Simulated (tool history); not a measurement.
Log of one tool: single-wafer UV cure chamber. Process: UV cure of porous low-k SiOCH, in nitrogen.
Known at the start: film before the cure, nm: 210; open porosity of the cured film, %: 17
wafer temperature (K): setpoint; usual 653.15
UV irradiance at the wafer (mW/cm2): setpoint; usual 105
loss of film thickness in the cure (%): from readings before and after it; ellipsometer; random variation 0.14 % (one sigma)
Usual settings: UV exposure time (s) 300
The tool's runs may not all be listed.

| run | hour | wafer temperature (K) | UV exposure time (s) | UV irradiance at the wafer (mW/cm2) | wafers since the last listed run | hours since the UV bulbs were replaced | wafers since the quartz window was cleaned | loss of film thickness in the cure (%) |
|---|---|---|---|---|---|---|---|---|
| 1 | 0.0 | 653.15 | 300 | 105 | 0 | 1083.8 | 1839 | 11.397 |
|  | 32.7 | UV bulbs replaced |
| 2 | 74.1 | 645.15 | 300 | 105 | 722 | 41.4 | 2561 | 11.688 |
| 3 | 141.8 | 645.15 | 300 | 105 | 739 | 109.1 | 3301 | 11.456 |
|  | 194.8 | quartz window cleaned |
| 4 | 232.4 | 645.15 | 300 | 105 | 902 | 199.7 | 410 | 11.239 |
| 5 | 316.1 | 653.15 | 300 | 105 | 914 | 283.4 | 1324 | 11.629 |
| 6 | 401.5 | 653.15 | 300 | 105 | 932 | 368.8 | 2257 | 11.632 |
| 7 | 487.5 | 653.15 | 300 | 105 | 939 | 454.8 | 3197 | 11.550 |
|  | 514.3 | quartz window cleaned |
| 8 | 542.0 | 653.15 | 300 | 76 | 507 | 509.3 | 302 | 10.179 |
| 9 | 590.2 | 653.15 | 300 | 76 | 526 | 557.5 | 829 | 10.345 |
| 10 | 637.1 | 653.15 | 300 | 136 | 512 | 604.4 | 1341 | 12.519 |
| 11 | 728.5 | 653.15 | 300 | 136 | 998 | 695.8 | 2339 | 12.844 |
| 12 | 805.4 | 653.15 | 300 | 105 | 840 | 772.7 | 3179 | 11.700 |
|  | 818.9 | quartz window cleaned |
| 13 | 853.0 | 653.15 | 300 | 67 | 432 | 820.3 | 372 | 9.775 |
| 14 | 892.5 | 653.15 | 380 | 105 | 431 | 859.8 | 803 | 12.762 |
| 15 | 992.3 | 640.15 | 375 | 105 | 1090 | 959.6 | 1893 | 12.370 |
| 16 | 1047.7 | 637.15 | 160 | 77 | 605 | 1015.0 | 2498 | 7.439 |
|  | 1096.2 | quartz window cleaned |
|  | 1104.2 | UV bulbs replaced |
| 17 | 1130.8 | 653.15 | 300 | 140 | 732 | 26.6 | 290 | 12.965 |

Forecast run 18:
| 18 | 1187.3 | 665.15 | 455 | 105 | 617 | 83.1 | 907 | ? |

{"run 18": {"loss of film thickness in the cure (%)": 13.323}}
Without the tool's hidden state the same run would have given loss of film thickness in the cure (%) 13.323.
